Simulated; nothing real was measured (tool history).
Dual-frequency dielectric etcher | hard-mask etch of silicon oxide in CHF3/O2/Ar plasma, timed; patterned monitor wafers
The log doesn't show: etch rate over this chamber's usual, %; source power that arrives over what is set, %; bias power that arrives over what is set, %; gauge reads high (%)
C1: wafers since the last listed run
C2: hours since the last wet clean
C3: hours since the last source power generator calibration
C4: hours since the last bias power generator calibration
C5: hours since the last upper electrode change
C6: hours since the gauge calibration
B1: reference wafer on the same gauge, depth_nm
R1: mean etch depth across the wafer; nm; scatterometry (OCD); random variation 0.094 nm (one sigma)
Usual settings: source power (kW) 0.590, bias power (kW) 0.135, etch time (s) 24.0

run 1 hour=0.0 | source_power_(kW)=0.590 bias_power_(kW)=0.135 etch_time_(s)=21.0 | C1=0 C2=273.6 C3=4738.3 C4=4734.1 C5=2427.0 C6=597.8 | B1=42.99 | R1=37.32
run 2 hour=7.9 | source_power_(kW)=0.590 bias_power_(kW)=0.135 etch_time_(s)=24.0 | C1=138 C2=281.5 C3=4746.2 C4=4742.0 C5=2434.9 C6=605.7 | B1=42.99 | R1=42.45
-- hour=9.7 gauge calibrated
run 3 hour=18.1 | source_power_(kW)=0.590 bias_power_(kW)=0.144 etch_time_(s)=24.0 | C1=178 C2=291.7 C3=4756.4 C4=4752.2 C5=2445.1 C6=8.4 | B1=42.99 | R1=43.59
run 4 hour=32.2 | source_power_(kW)=0.590 bias_power_(kW)=0.144 etch_time_(s)=24.0 | C1=247 C2=305.8 C3=4770.5 C4=4766.3 C5=2459.2 C6=22.5 | B1=43.01 | R1=43.60
run 5 hour=48.6 | source_power_(kW)=0.590 bias_power_(kW)=0.144 etch_time_(s)=24.0 | C1=287 C2=322.2 C3=4786.9 C4=4782.7 C5=2475.6 C6=38.9 | B1=42.99 | R1=43.69
-- hour=55.3 source power generator calibrated
run 6 hour=55.8 | source_power_(kW)=0.680 bias_power_(kW)=0.102 etch_time_(s)=19.0 | C1=56 C2=329.4 C3=0.5 C4=4789.9 C5=2482.8 C6=46.1 | B1=43.01 | R1=32.42
run 7 hour=64.0 | source_power_(kW)=0.590 bias_power_(kW)=0.135 etch_time_(s)=24.0 | C1=143 C2=337.6 C3=8.7 C4=4798.1 C5=2491.0 C6=54.3 | B1=42.99 | R1=42.66
run 8 hour=76.4 | source_power_(kW)=0.590 bias_power_(kW)=0.135 etch_time_(s)=24.0 | C1=217 C2=350.0 C3=21.1 C4=4810.5 C5=2503.4 C6=66.7 | B1=43.02 | R1=42.78
run 9 hour=96.8 | source_power_(kW)=0.590 bias_power_(kW)=0.103 etch_time_(s)=24.0 | C1=357 C2=370.4 C3=41.5 C4=4830.9 C5=2523.8 C6=87.1 | B1=43.00 | R1=38.87
run 10 hour=105.3 | source_power_(kW)=0.590 bias_power_(kW)=0.110 etch_time_(s)=24.0 | C1=149 C2=378.9 C3=50.0 C4=4839.4 C5=2532.3 C6=95.6 | B1=43.01 | R1=39.76
run 11 hour=123.2 | source_power_(kW)=0.590 bias_power_(kW)=0.135 etch_time_(s)=24.0 | C1=314 C2=396.8 C3=67.9 C4=4857.3 C5=2550.2 C6=113.5 | B1=43.00 | R1=42.95
-- hour=159.4 upper electrode replaced
run 12 hour=159.9 | source_power_(kW)=0.550 bias_power_(kW)=0.118 etch_time_(s)=24.0 | C1=222 C2=433.5 C3=104.6 C4=4894.0 C5=0.5 C6=150.2 | B1=42.99 | R1=39.88
run 13 hour=160.2 | source_power_(kW)=0.590 bias_power_(kW)=0.135 etch_time_(s)=24.0 | C1=5 C2=433.8 C3=104.9 C4=4894.3 C5=0.8 C6=150.5 | B1=43.01 | R1=42.97
run 14 hour=168.7 | source_power_(kW)=0.550 bias_power_(kW)=0.135 etch_time_(s)=24.0 | C1=149 C2=442.3 C3=113.4 C4=4902.8 C5=9.3 C6=159.0 | B1=43.00 | R1=41.84
-- hour=205.1 wet clean of the chamber
run 15 hour=205.6 | source_power_(kW)=0.590 bias_power_(kW)=0.135 etch_time_(s)=24.0 | C1=226 C2=0.5 C3=150.3 C4=4939.7 C5=46.2 C6=195.9 | B1=43.01 | R1=42.06
run 16 hour=205.9 | source_power_(kW)=0.590 bias_power_(kW)=0.128 etch_time_(s)=24.0 | C1=5 C2=0.8 C3=150.6 C4=4940.0 C5=46.5 C6=196.2 | B1=42.99 | R1=41.16
-- hour=213.1 bias power generator calibrated
run 17 hour=213.6 | source_power_(kW)=0.680 bias_power_(kW)=0.111 etch_time_(s)=24.0 | C1=64 C2=8.5 C3=158.3 C4=0.5 C5=54.2 C6=203.9 | B1=43.00 | R1=41.50
run 18 hour=221.1 | source_power_(kW)=0.710 bias_power_(kW)=0.115 etch_time_(s)=17.5 | C1=131 C2=16.0 C3=165.8 C4=8.0 C5=61.7 C6=211.4 | B1=43.01 | R1=30.98
run 19 hour=232.0 | source_power_(kW)=0.660 bias_power_(kW)=0.112 etch_time_(s)=19.0 | C1=191 C2=26.9 C3=176.7 C4=18.9 C5=72.6 C6=222.3 | B1=43.02 | R1=32.61
run 20 hour=241.8 | source_power_(kW)=0.530 bias_power_(kW)=0.135 etch_time_(s)=17.5 | C1=171 C2=36.7 C3=186.5 C4=28.7 C5=82.4 C6=232.1 | B1=42.99 | R1=29.43
run 21 hour=248.3 | source_power_(kW)=0.470 bias_power_(kW)=0.156 etch_time_(s)=21.5 | C1=114 C2=43.2 C3=193.0 C4=35.2 C5=88.9 C6=238.6 | B1=42.99 | R1=36.55
run 22 hour=262.8 | source_power_(kW)=0.450 bias_power_(kW)=0.135 etch_time_(s)=17.0 | C1=254 C2=57.7 C3=207.5 C4=49.7 C5=103.4 C6=253.1 | B1=42.99 | R1=27.08
run 23 hour=278.3 | source_power_(kW)=0.510 bias_power_(kW)=0.135 etch_time_(s)=24.0 | C1=271 C2=73.2 C3=223.0 C4=65.2 C5=118.9 C6=268.6 | B1=43.00 | R1=39.96
run 24 hour=285.9 | source_power_(kW)=0.490 bias_power_(kW)=0.107 etch_time_(s)=27.5 | C1=133 C2=80.8 C3=230.6 C4=72.8 C5=126.5 C6=276.2 | B1=42.99 | R1=41.68
run 25 hour=297.2 | source_power_(kW)=0.510 bias_power_(kW)=0.106 etch_time_(s)=24.0 | C1=198 C2=92.1 C3=241.9 C4=84.1 C5=137.8 C6=287.5 | B1=42.99 | R1=36.77
run 26 hour=315.0 | source_power_(kW)=0.590 bias_power_(kW)=0.124 etch_time_(s)=26.5 | C1=312 C2=109.9 C3=259.7 C4=101.9 C5=155.6 C6=305.3 | B1=43.00 | R1=45.41
run 27 hour=324.9 | source_power_(kW)=0.700 bias_power_(kW)=0.120 etch_time_(s)=24.0 | C1=173 C2=119.8 C3=269.6 C4=111.8 C5=165.5 C6=315.2 | B1=43.00 | R1=43.26
run 28 hour=332.8 | source_power_(kW)=0.590 bias_power_(kW)=0.135 etch_time_(s)=24.0 | C1=138 C2=127.7 C3=277.5 C4=119.7 C5=173.4 C6=323.1 | B1=43.01 | R1=42.21
run 29 hour=346.6 | source_power_(kW)=0.530 bias_power_(kW)=0.148 etch_time_(s)=24.0 | C1=242 C2=141.5 C3=291.3 C4=133.5 C5=187.2 C6=336.9 | B1=42.99 | R1=42.11

Forecast each of these 5 alternatives for the next run:
run A hour=347.0 | source_power_(kW)=0.590 bias_power_(kW)=0.135 etch_time_(s)=24.0 | C1=7 C2=141.9 C3=291.7 C4=133.9 C5=187.6 C6=337.3 | B1=? | R1=?
run B hour=347.0 | source_power_(kW)=0.680 bias_power_(kW)=0.167 etch_time_(s)=24.0 | C1=7 C2=141.9 C3=291.7 C4=133.9 C5=187.6 C6=337.3 | B1=? | R1=?
run C hour=347.0 | source_power_(kW)=0.690 bias_power_(kW)=0.146 etch_time_(s)=26.0 | C1=7 C2=141.9 C3=291.7 C4=133.9 C5=187.6 C6=337.3 | B1=? | R1=?
run D hour=347.0 | source_power_(kW)=0.550 bias_power_(kW)=0.115 etch_time_(s)=24.0 | C1=7 C2=141.9 C3=291.7 C4=133.9 C5=187.6 C6=337.3 | B1=? | R1=?
run E hour=347.0 | source_power_(kW)=0.630 bias_power_(kW)=0.154 etch_time_(s)=17.0 | C1=7 C2=141.9 C3=291.7 C4=133.9 C5=187.6 C6=337.3 | B1=? | R1=?

run=A B1=42.99 R1=42.34
run=B B1=42.99 R1=48.15
run=C B1=42.99 R1=49.98
run=D B1=42.99 R1=38.98
run=E B1=42.99 R1=32.21
Without the tool's hidden state the same runs would have given:
run=A R1=41.86
run=B R1=47.62
run=C R1=49.42
run=D R1=38.54
run=E R1=31.85
